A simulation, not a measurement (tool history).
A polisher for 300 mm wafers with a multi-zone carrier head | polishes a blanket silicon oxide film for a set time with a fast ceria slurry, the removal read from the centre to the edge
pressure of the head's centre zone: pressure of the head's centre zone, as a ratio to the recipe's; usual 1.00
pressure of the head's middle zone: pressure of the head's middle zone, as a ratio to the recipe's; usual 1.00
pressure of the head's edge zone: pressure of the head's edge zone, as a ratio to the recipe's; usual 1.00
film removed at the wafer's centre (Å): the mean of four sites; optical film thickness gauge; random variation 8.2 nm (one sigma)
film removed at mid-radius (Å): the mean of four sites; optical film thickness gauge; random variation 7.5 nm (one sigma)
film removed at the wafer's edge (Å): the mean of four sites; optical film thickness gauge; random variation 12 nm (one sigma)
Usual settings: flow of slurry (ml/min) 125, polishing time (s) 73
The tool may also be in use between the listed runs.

| run | hour | flow of slurry (ml/min) | pressure of the head's centre zone | pressure of the head's middle zone | pressure of the head's edge zone | polishing time (s) | incoming thickness of the incoming film, nm | film removed at the wafer's centre (Å) | film removed at mid-radius (Å) | film removed at the wafer's edge (Å) |
|---|---|---|---|---|---|---|---|---|---|---|
| 1 | 0.0 | 95 | 1.00 | 1.00 | 1.00 | 73 | 3041.0 | 7836 | 8733 | 8934 |
| 2 | 41.6 | 95 | 1.00 | 1.00 | 1.00 | 73 | 3032.4 | 7829 | 8723 | 9024 |
|  | 76.2 | edge zone pressure recalibrated |
| 3 | 89.7 | 125 | 1.00 | 1.00 | 1.00 | 73 | 3020.5 | 8244 | 9078 | 9230 |
| 4 | 114.9 | 125 | 1.00 | 1.00 | 1.00 | 73 | 3008.6 | 8054 | 8991 | 9149 |
|  | 133.9 | centre zone pressure recalibrated |
|  | 150.3 | worn pad replaced by a new one |
| 5 | 176.8 | 125 | 1.00 | 1.00 | 1.00 | 73 | 3027.8 | 9216 | 9347 | 9107 |
| 6 | 255.8 | 145 | 1.00 | 1.00 | 1.00 | 73 | 3041.7 | 9292 | 9474 | 9541 |
| 7 | 302.9 | 145 | 1.00 | 1.00 | 1.00 | 73 | 3056.2 | 9400 | 9393 | 9398 |
|  | 316.1 | carrier head's membrane replaced by a new one |
| 8 | 355.1 | 125 | 0.94 | 0.92 | 1.00 | 73 | 3015.1 | 8292 | 8499 | 9305 |
| 9 | 399.5 | 125 | 1.06 | 1.00 | 0.97 | 96 | 3029.1 | 11808 | 11768 | 11706 |
|  | 440.4 | worn pad replaced by a new one |
| 10 | 453.3 | 95 | 0.94 | 1.00 | 1.00 | 53 | 3092.0 | 5712 | 6340 | 6586 |
| 11 | 479.3 | 125 | 1.00 | 1.00 | 1.06 | 56 | 3053.5 | 6877 | 7033 | 7386 |
| 12 | 530.6 | 125 | 1.00 | 1.00 | 1.00 | 73 | 3043.6 | 8792 | 9316 | 9659 |
|  | 561.4 | slurry nozzle cleaned |
| 13 | 569.7 | 170 | 1.00 | 0.88 | 1.11 | 48 | 3069.7 | 6172 | 5831 | 6688 |
|  | 578.4 | edge zone pressure recalibrated |
| 14 | 640.7 | 125 | 1.00 | 1.00 | 1.00 | 56 | 3065.2 | 6459 | 6982 | 7117 |
| 15 | 690.8 | 125 | 1.03 | 1.00 | 1.00 | 94 | 2991.6 | 10745 | 11553 | 11846 |
|  | 722.7 | centre zone pressure recalibrated |
|  | 740.9 | worn pad replaced by a new one |
| 16 | 746.2 | 95 | 1.00 | 1.00 | 1.00 | 73 | 3025.7 | 8555 | 8669 | 9092 |

Forecast run 17:
| 17 | 853.9 | 125 | 0.95 | 1.00 | 1.11 | 63 | 2988.3 | ? | ? | ? |

Run 17 gave film removed at the wafer's centre (Å) 7640, film removed at mid-radius (Å) 7958, film removed at the wafer's edge (Å) 8478.
Without the tool's hidden state the same run would have given film removed at the wafer's centre (Å) 7833, film removed at mid-radius (Å) 8081, film removed at the wafer's edge (Å) 8610.

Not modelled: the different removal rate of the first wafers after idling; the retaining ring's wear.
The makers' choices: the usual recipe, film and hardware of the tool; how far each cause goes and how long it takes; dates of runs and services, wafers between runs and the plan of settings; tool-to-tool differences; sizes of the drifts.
